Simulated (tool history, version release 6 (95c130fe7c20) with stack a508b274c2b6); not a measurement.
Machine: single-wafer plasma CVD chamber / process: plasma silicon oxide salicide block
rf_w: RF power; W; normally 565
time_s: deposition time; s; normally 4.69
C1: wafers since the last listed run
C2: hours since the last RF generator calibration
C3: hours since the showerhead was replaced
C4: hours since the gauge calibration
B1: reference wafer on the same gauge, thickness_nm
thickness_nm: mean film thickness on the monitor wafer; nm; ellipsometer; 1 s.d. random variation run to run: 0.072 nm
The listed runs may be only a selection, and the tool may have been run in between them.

run 1 hour=0.0 | rf_w=565 time_s=5.31 | C1=0 C2=1224.5 C3=3624.8 C4=48.1 | B1=55.110 | thickness_nm=52.823
run 2 hour=17.4 | rf_w=565 time_s=5.31 | C1=808 C2=1241.9 C3=3642.2 C4=65.5 | B1=55.112 | thickness_nm=52.818
run 3 hour=27.0 | rf_w=565 time_s=5.31 | C1=446 C2=1251.5 C3=3651.8 C4=75.1 | B1=55.102 | thickness_nm=52.748
run 4 hour=40.8 | rf_w=565 time_s=4.69 | C1=641 C2=1265.3 C3=3665.6 C4=88.9 | B1=55.106 | thickness_nm=46.618
run 5 hour=51.8 | rf_w=565 time_s=4.69 | C1=511 C2=1276.3 C3=3676.6 C4=99.9 | B1=55.115 | thickness_nm=46.476
run 6 hour=63.3 | rf_w=500 time_s=4.69 | C1=534 C2=1287.8 C3=3688.1 C4=111.4 | B1=55.094 | thickness_nm=44.115
-- hour=71.8 RF generator calibrated
run 7 hour=72.3 | rf_w=565 time_s=4.69 | C1=46 C2=0.5 C3=3697.1 C4=120.4 | B1=55.105 | thickness_nm=48.132
run 8 hour=85.4 | rf_w=565 time_s=4.69 | C1=608 C2=13.6 C3=3710.2 C4=133.5 | B1=55.101 | thickness_nm=48.081
run 9 hour=94.5 | rf_w=455 time_s=4.09 | C1=422 C2=22.7 C3=3719.3 C4=142.6 | B1=55.103 | thickness_nm=38.131
run 10 hour=106.7 | rf_w=565 time_s=4.69 | C1=566 C2=34.9 C3=3731.5 C4=154.8 | B1=55.084 | thickness_nm=48.064
-- hour=110.1 gauge calibrated
run 11 hour=116.9 | rf_w=630 time_s=4.69 | C1=473 C2=45.1 C3=3741.7 C4=6.8 | B1=55.077 | thickness_nm=50.097
run 12 hour=132.9 | rf_w=565 time_s=4.69 | C1=743 C2=61.1 C3=3757.7 C4=22.8 | B1=55.103 | thickness_nm=47.971
-- hour=148.0 showerhead replaced
run 13 hour=148.5 | rf_w=565 time_s=4.69 | C1=353 C2=76.7 C3=0.5 C4=38.4 | B1=55.089 | thickness_nm=48.005
run 14 hour=164.5 | rf_w=640 time_s=5.22 | C1=743 C2=92.7 C3=16.5 C4=54.4 | B1=55.107 | thickness_nm=56.096
run 15 hour=175.5 | rf_w=470 time_s=5.13 | C1=511 C2=103.7 C3=27.5 C4=65.4 | B1=55.097 | thickness_nm=48.425
run 16 hour=186.2 | rf_w=610 time_s=4.40 | C1=497 C2=114.4 C3=38.2 C4=76.1 | B1=55.096 | thickness_nm=46.424

Exercise: give the hidden state of the tool at every run:
gauge reads high (%): 0 on each run
H1: delivered RF power above the setpoint (%)
run=1 H1=-7.51
run=2 H1=-7.62
run=3 H1=-7.67
run=4 H1=-7.75
run=5 H1=-7.82
run=6 H1=-7.89
run=7 H1=-0.375
run=8 H1=-0.452
run=9 H1=-0.506
run=10 H1=-0.578
run=11 H1=-0.638
run=12 H1=-0.733
run=13 H1=-0.825
run=14 H1=-0.919
run=15 H1=-0.984
run=16 H1=-1.05
